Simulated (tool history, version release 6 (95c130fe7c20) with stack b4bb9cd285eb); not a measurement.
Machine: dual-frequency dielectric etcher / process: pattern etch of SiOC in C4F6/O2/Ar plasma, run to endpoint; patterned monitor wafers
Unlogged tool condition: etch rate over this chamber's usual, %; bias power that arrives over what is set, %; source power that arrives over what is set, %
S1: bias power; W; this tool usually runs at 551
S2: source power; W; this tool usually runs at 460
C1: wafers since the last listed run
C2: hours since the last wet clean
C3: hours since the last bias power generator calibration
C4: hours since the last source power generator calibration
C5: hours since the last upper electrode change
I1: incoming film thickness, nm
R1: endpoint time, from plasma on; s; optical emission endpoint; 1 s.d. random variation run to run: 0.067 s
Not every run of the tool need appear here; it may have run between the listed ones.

Run 1, hour 0.0: usual settings; C1 0; C2 352.5; C3 5022.3; C4 1902.6; C5 4737.6; I1 43.28. Result: R1 14.2 s.
Run 2, hour 6.6: usual settings; C1 117; C2 359.1; C3 5028.9; C4 1909.2; C5 4744.2; I1 43.96. Result: R1 14.5 s.
Run 3, hour 16.1: usual settings; C1 169; C2 368.6; C3 5038.4; C4 1918.7; C5 4753.7; I1 43.26. Result: R1 14.4 s.
Run 4, hour 31.1: usual settings but S2 430 W; C1 267; C2 383.6; C3 5053.4; C4 1933.7; C5 4768.7; I1 43.39. Result: R1 14.7 s.
At hour 60.1: wet clean of the chamber.
At hour 81.6: upper electrode replaced.
At hour 84.3: source power generator calibrated.
Run 5, hour 84.8: usual settings but S2 430 W; C1 98; C2 24.7; C3 5107.1; C4 0.5; C5 3.2; I1 42.93. Result: R1 15.2 s.
Run 6, hour 85.1: usual settings but S2 430 W; C1 5; C2 25.0; C3 5107.4; C4 0.8; C5 3.5; I1 43.79. Result: R1 15.5 s.
Run 7, hour 85.4: usual settings but S1 493 W, S2 500 W; C1 5; C2 25.3; C3 5107.7; C4 1.1; C5 3.8; I1 43.08. Result: R1 14.4 s.
Run 8, hour 85.7: usual settings but S1 666 W; C1 5; C2 25.6; C3 5108.0; C4 1.4; C5 4.1; I1 43.38. Result: R1 13.9 s.
Run 9, hour 101.1: usual settings but S2 500 W; C1 274; C2 41.0; C3 5123.4; C4 16.8; C5 19.5; I1 43.59. Result: R1 14.0 s.
Run 10, hour 113.7: usual settings; C1 224; C2 53.6; C3 5136.0; C4 29.4; C5 32.1; I1 43.69. Result: R1 14.7 s.
At hour 123.5: bias power generator calibrated.
Run 11, hour 125.2: usual settings; C1 133; C2 65.1; C3 1.7; C4 40.9; C5 43.6; I1 43.66. Result: R1 14.7 s.
Run 12, hour 135.3: usual settings but S1 589 W; C1 180; C2 75.2; C3 11.8; C4 51.0; C5 53.7; I1 43.42. Result: R1 14.3 s.
Run 13, hour 178.9: usual settings but S2 410 W; C1 778; C2 118.8; C3 55.4; C4 94.6; C5 97.3; I1 43.38. Result: R1 15.5 s.
Run 14, hour 194.0: usual settings but S1 421 W, S2 390 W; C1 269; C2 133.9; C3 70.5; C4 109.7; C5 112.4; I1 43.03. Result: R1 17.2 s.

Here are 5 independent what-if runs from the current tool condition. What would each one return?
Run A, hour 194.4: usual settings; C1 7; C2 134.3; C3 70.9; C4 110.1; C5 112.8; I1 43.53. Result: R1 ?.
Run B, hour 194.4: usual settings but S1 468 W, S2 430 W; C1 7; C2 134.3; C3 70.9; C4 110.1; C5 112.8; I1 43.53. Result: R1 ?.
Run C, hour 194.4: usual settings but S1 678 W, S2 420 W; C1 7; C2 134.3; C3 70.9; C4 110.1; C5 112.8; I1 43.53. Result: R1 ?.
Run D, hour 194.4: usual settings but S1 598 W, S2 340 W; C1 7; C2 134.3; C3 70.9; C4 110.1; C5 112.8; I1 43.53. Result: R1 ?.
Run E, hour 194.4: usual settings but S1 493 W, S2 370 W; C1 7; C2 134.3; C3 70.9; C4 110.1; C5 112.8; I1 43.53. Result: R1 ?.

run    R1
  A  14.6
  B  15.9
  C  14.5
  D  17.2
  E  17.2
Take away the tool's hidden state, keep each run's random variation, and the runs would have read:
run    R1
  A  14.9
  B  16.2
  C  14.7
  D  17.5
  E  17.5
